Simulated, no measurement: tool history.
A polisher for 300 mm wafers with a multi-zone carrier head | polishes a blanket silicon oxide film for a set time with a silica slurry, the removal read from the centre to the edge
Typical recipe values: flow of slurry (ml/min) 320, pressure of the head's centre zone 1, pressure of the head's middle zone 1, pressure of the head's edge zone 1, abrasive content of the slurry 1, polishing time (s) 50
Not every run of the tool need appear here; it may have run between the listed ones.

| run | hour | flow of slurry (ml/min) | pressure of the head's centre zone | pressure of the head's middle zone | pressure of the head's edge zone | abrasive content of the slurry | polishing time (s) | incoming thickness of the incoming film, nm | film removed at the wafer's centre (Å) | film removed at mid-radius (Å) | film removed at the wafer's edge (Å) |
|---|---|---|---|---|---|---|---|---|---|---|---|
| 1 | 0 | 320 | 1 | 1 | 1 | 1 | 50 | 948.8 | 1771 | 1782 | 1756 |
|  | 12 | carrier head's membrane replaced by a new one |
| 2 | 12.5 | 320 | 1 | 0.95 | 1 | 1 | 50 | 973.6 | 1741 | 1682 | 1790 |
| 3 | 23.7 | 320 | 1 | 1 | 1 | 1 | 50 | 965.9 | 1766 | 1776 | 1775 |
| 4 | 35 | 320 | 1 | 1 | 1 | 1 | 50 | 959.4 | 1726 | 1752 | 1753 |
| 5 | 48.1 | 215 | 1 | 1.09 | 1 | 1 | 50 | 947.5 | 1630 | 1780 | 1683 |
| 6 | 54.3 | 415 | 0.93 | 1 | 1.05 | 1 | 50 | 962.4 | 1664 | 1806 | 1858 |
| 7 | 66.5 | 320 | 1 | 1 | 1 | 1 | 50 | 961.2 | 1730 | 1729 | 1755 |
|  | 71 | worn pad replaced by a new one |
| 8 | 77.8 | 255 | 1 | 1 | 1 | 0.75 | 50 | 940 | 1467 | 1481 | 1517 |
|  | 90.1 | edge zone pressure recalibrated |
| 9 | 93.9 | 290 | 1 | 1 | 1 | 1.25 | 50 | 955.2 | 1869 | 1881 | 1891 |
| 10 | 109.3 | 385 | 1 | 1.12 | 1.09 | 1.25 | 50 | 964.4 | 1902 | 2122 | 2016 |
| 11 | 120 | 320 | 1 | 1 | 1 | 1 | 50 | 968.5 | 1706 | 1722 | 1718 |
| 12 | 126.2 | 320 | 0.94 | 1 | 1 | 1 | 50 | 946.2 | 1593 | 1745 | 1744 |
| 13 | 153.7 | 320 | 1.08 | 1.08 | 1.05 | 1 | 38 | 956.4 | 1404 | 1395 | 1344 |
| 14 | 165 | 320 | 1.12 | 0.89 | 1 | 1.2 | 50 | 967.5 | 2045 | 1665 | 1868 |
| 15 | 176.3 | 245 | 1 | 1.1 | 1 | 1 | 50 | 961.8 | 1622 | 1795 | 1686 |
| 16 | 189.6 | 320 | 1 | 1 | 1 | 1 | 50 | 964.2 | 1671 | 1687 | 1700 |

Run 17, settings as shown, results not yet in. Your forecast:
|  | 198.1 | worn pad replaced by a new one |
| 17 | 198.9 | 320 | 1 | 1 | 1 | 0.8 | 32 | 963.7 | ? | ? | ? |

Run 17 measured film removed at the wafer's centre (Å) 957, film removed at mid-radius (Å) 982, film removed at the wafer's edge (Å) 997.
With the hidden condition absent and the run-to-run variation left alone, this run would have shown film removed at the wafer's centre (Å) 1013, film removed at mid-radius (Å) 1033, film removed at the wafer's edge (Å) 1037.

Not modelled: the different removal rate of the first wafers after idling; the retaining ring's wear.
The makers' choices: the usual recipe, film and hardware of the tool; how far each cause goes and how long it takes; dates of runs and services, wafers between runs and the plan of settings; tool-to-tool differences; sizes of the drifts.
